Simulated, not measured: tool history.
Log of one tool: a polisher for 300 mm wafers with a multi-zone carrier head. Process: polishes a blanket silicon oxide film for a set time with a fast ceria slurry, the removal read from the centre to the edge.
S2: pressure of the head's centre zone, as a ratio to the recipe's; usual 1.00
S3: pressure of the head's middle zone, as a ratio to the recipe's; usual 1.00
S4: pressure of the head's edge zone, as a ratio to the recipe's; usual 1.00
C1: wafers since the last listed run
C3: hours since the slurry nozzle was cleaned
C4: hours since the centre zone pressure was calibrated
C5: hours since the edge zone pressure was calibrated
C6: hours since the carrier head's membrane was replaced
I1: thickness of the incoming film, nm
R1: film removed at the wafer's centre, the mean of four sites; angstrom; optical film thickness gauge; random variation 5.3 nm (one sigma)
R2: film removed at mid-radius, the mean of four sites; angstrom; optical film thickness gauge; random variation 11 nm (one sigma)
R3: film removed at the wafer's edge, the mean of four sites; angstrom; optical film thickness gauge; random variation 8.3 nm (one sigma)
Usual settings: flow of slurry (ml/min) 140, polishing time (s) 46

run 1 hour=0.0 | flow_of_slurry_(ml/min)=140 S2=1.00 S3=1.00 S4=1.00 polishing_time_(s)=46 | C1=0 wafers_polished_on_this_pad=611 C3=57.1 C4=366.0 C5=52.7 C6=1328.9 | I1=2021.3 | R1=7762 R2=7867 R3=7967
run 2 hour=27.8 | flow_of_slurry_(ml/min)=140 S2=1.00 S3=1.00 S4=1.00 polishing_time_(s)=46 | C1=335 wafers_polished_on_this_pad=946 C3=84.9 C4=393.8 C5=80.5 C6=1356.7 | I1=2029.5 | R1=7643 R2=7564 R3=8009
run 3 hour=37.7 | flow_of_slurry_(ml/min)=140 S2=1.00 S3=1.00 S4=1.00 polishing_time_(s)=59 | C1=119 wafers_polished_on_this_pad=1066 C3=94.8 C4=403.7 C5=90.4 C6=1366.6 | I1=2003.6 | R1=9828 R2=9995 R3=10039
-- hour=58.0 worn pad replaced by a new one
run 4 hour=71.9 | flow_of_slurry_(ml/min)=95 S2=1.00 S3=1.00 S4=1.00 polishing_time_(s)=30 | C1=364 wafers_polished_on_this_pad=168 C3=129.0 C4=437.9 C5=124.6 C6=1400.8 | I1=2024.8 | R1=4275 R2=4416 R3=4721
run 5 hour=87.8 | flow_of_slurry_(ml/min)=140 S2=0.97 S3=1.00 S4=1.00 polishing_time_(s)=46 | C1=191 wafers_polished_on_this_pad=359 C3=144.9 C4=453.8 C5=140.5 C6=1416.7 | I1=2038.5 | R1=7403 R2=7597 R3=7926
run 6 hour=102.8 | flow_of_slurry_(ml/min)=100 S2=1.00 S3=1.00 S4=1.00 polishing_time_(s)=46 | C1=180 wafers_polished_on_this_pad=540 C3=159.9 C4=468.8 C5=155.5 C6=1431.7 | I1=1992.0 | R1=6710 R2=6787 R3=7395
-- hour=111.9 carrier head's membrane replaced by a new one
run 7 hour=112.4 | flow_of_slurry_(ml/min)=155 S2=1.00 S3=0.96 S4=1.04 polishing_time_(s)=33 | C1=55 wafers_polished_on_this_pad=596 C3=169.5 C4=478.4 C5=165.1 C6=0.5 | I1=2025.1 | R1=5541 R2=5449 R3=5918
run 8 hour=118.1 | flow_of_slurry_(ml/min)=125 S2=1.00 S3=1.03 S4=0.88 polishing_time_(s)=46 | C1=68 wafers_polished_on_this_pad=665 C3=175.2 C4=484.1 C5=170.8 C6=6.2 | I1=2020.2 | R1=7208 R2=7494 R3=7361
-- hour=124.4 centre zone pressure recalibrated
run 9 hour=131.4 | flow_of_slurry_(ml/min)=140 S2=1.00 S3=1.00 S4=1.00 polishing_time_(s)=46 | C1=136 wafers_polished_on_this_pad=801 C3=188.5 C4=7.0 C5=184.1 C6=19.5 | I1=2054.9 | R1=7887 R2=7410 R3=7957
run 10 hour=144.3 | flow_of_slurry_(ml/min)=140 S2=1.00 S3=1.00 S4=1.05 polishing_time_(s)=46 | C1=155 wafers_polished_on_this_pad=957 C3=201.4 C4=19.9 C5=197.0 C6=32.4 | I1=1999.2 | R1=7870 R2=7816 R3=7999
run 11 hour=157.1 | flow_of_slurry_(ml/min)=140 S2=1.00 S3=1.00 S4=0.95 polishing_time_(s)=46 | C1=154 wafers_polished_on_this_pad=1111 C3=214.2 C4=32.7 C5=209.8 C6=45.2 | I1=2002.1 | R1=7871 R2=7686 R3=7837
run 12 hour=170.5 | flow_of_slurry_(ml/min)=140 S2=0.95 S3=1.00 S4=1.00 polishing_time_(s)=55 | C1=161 wafers_polished_on_this_pad=1273 C3=227.6 C4=46.1 C5=223.2 C6=58.6 | I1=2046.3 | R1=9101 R2=9123 R3=9484
-- hour=179.5 worn pad replaced by a new one
run 13 hour=180.0 | flow_of_slurry_(ml/min)=140 S2=1.00 S3=1.00 S4=1.00 polishing_time_(s)=46 | C1=66 wafers_polished_on_this_pad=5 C3=237.1 C4=55.6 C5=232.7 C6=68.1 | I1=2054.2 | R1=7770 R2=7627 R3=7923
run 14 hour=188.9 | flow_of_slurry_(ml/min)=140 S2=1.00 S3=1.00 S4=1.00 polishing_time_(s)=46 | C1=107 wafers_polished_on_this_pad=112 C3=246.0 C4=64.5 C5=241.6 C6=77.0 | I1=1991.9 | R1=7777 R2=7381 R3=7767
run 15 hour=202.5 | flow_of_slurry_(ml/min)=170 S2=1.07 S3=0.95 S4=0.89 polishing_time_(s)=46 | C1=164 wafers_polished_on_this_pad=276 C3=259.6 C4=78.1 C5=255.2 C6=90.6 | I1=2032.9 | R1=8624 R2=7422 R3=7829
run 16 hour=217.6 | flow_of_slurry_(ml/min)=165 S2=1.12 S3=1.00 S4=1.00 polishing_time_(s)=52 | C1=182 wafers_polished_on_this_pad=459 C3=274.7 C4=93.2 C5=270.3 C6=105.7 | I1=2017.8 | R1=9977 R2=8940 R3=9152
run 17 hour=229.9 | flow_of_slurry_(ml/min)=110 S2=0.92 S3=1.09 S4=1.04 polishing_time_(s)=46 | C1=148 wafers_polished_on_this_pad=607 C3=287.0 C4=105.5 C5=282.6 C6=118.0 | I1=2031.5 | R1=6688 R2=7594 R3=7692
run 18 hour=237.1 | flow_of_slurry_(ml/min)=140 S2=1.00 S3=1.00 S4=1.00 polishing_time_(s)=46 | C1=86 wafers_polished_on_this_pad=694 C3=294.2 C4=112.7 C5=289.8 C6=125.2 | I1=2064.8 | R1=7751 R2=7472 R3=7815
run 19 hour=245.8 | flow_of_slurry_(ml/min)=125 S2=1.00 S3=1.00 S4=1.08 polishing_time_(s)=46 | C1=104 wafers_polished_on_this_pad=799 C3=302.9 C4=121.4 C5=298.5 C6=133.9 | I1=2019.9 | R1=7464 R2=7346 R3=7952
run 20 hour=268.0 | flow_of_slurry_(ml/min)=110 S2=1.10 S3=0.89 S4=1.05 polishing_time_(s)=46 | C1=267 wafers_polished_on_this_pad=1067 C3=325.1 C4=143.6 C5=320.7 C6=156.1 | I1=2056.4 | R1=7612 R2=6513 R3=7593
run 21 hour=281.3 | flow_of_slurry_(ml/min)=140 S2=1.00 S3=1.03 S4=1.00 polishing_time_(s)=46 | C1=160 wafers_polished_on_this_pad=1227 C3=338.4 C4=156.9 C5=334.0 C6=169.4 | I1=2042.2 | R1=7799 R2=7838 R3=7979
-- hour=288.5 worn pad replaced by a new one
run 22 hour=292.5 | flow_of_slurry_(ml/min)=105 S2=1.00 S3=1.00 S4=1.05 polishing_time_(s)=46 | C1=86 wafers_polished_on_this_pad=47 C3=349.6 C4=168.1 C5=345.2 C6=180.6 | I1=2038.4 | R1=6894 R2=6965 R3=7487
run 23 hour=309.7 | flow_of_slurry_(ml/min)=140 S2=1.08 S3=1.09 S4=1.00 polishing_time_(s)=46 | C1=207 wafers_polished_on_this_pad=255 C3=366.8 C4=185.3 C5=362.4 C6=197.8 | I1=2013.2 | R1=8144 R2=7876 R3=7841

The tool's hidden state at each run:
removal rate lost through wear of the pad, %: 0 in every run
deviation of the edge zone's pressure from its setpoint, %: 0 in every run
H1: slurry flow missing at the pad, %
H2: deviation of the centre zone's pressure from its setpoint, %
run=1 H1=6.26 H2=-4.31
run=2 H1=8.29 H2=-5.06
run=3 H1=8.93 H2=-5.35
run=4 H1=10.8 H2=-6.38
run=5 H1=11.6 H2=-6.88
run=6 H1=12.2 H2=-7.38
run=7 H1=12.6 H2=-7.7
run=8 H1=12.8 H2=-7.9
run=9 H1=13.2 H2=0.516
run=10 H1=13.6 H2=0.503
run=11 H1=14 H2=0.479
run=12 H1=14.4 H2=0.441
run=13 H1=14.6 H2=0.407
run=14 H1=14.8 H2=0.368
run=15 H1=15.1 H2=0.299
run=16 H1=15.4 H2=0.207
run=17 H1=15.6 H2=0.119
run=18 H1=15.7 H2=0.0631
run=19 H1=15.9 H2=-0.00975
run=20 H1=16.2 H2=-0.22
run=21 H1=16.3 H2=-0.363
run=22 H1=16.5 H2=-0.493
run=23 H1=16.7 H2=-0.71

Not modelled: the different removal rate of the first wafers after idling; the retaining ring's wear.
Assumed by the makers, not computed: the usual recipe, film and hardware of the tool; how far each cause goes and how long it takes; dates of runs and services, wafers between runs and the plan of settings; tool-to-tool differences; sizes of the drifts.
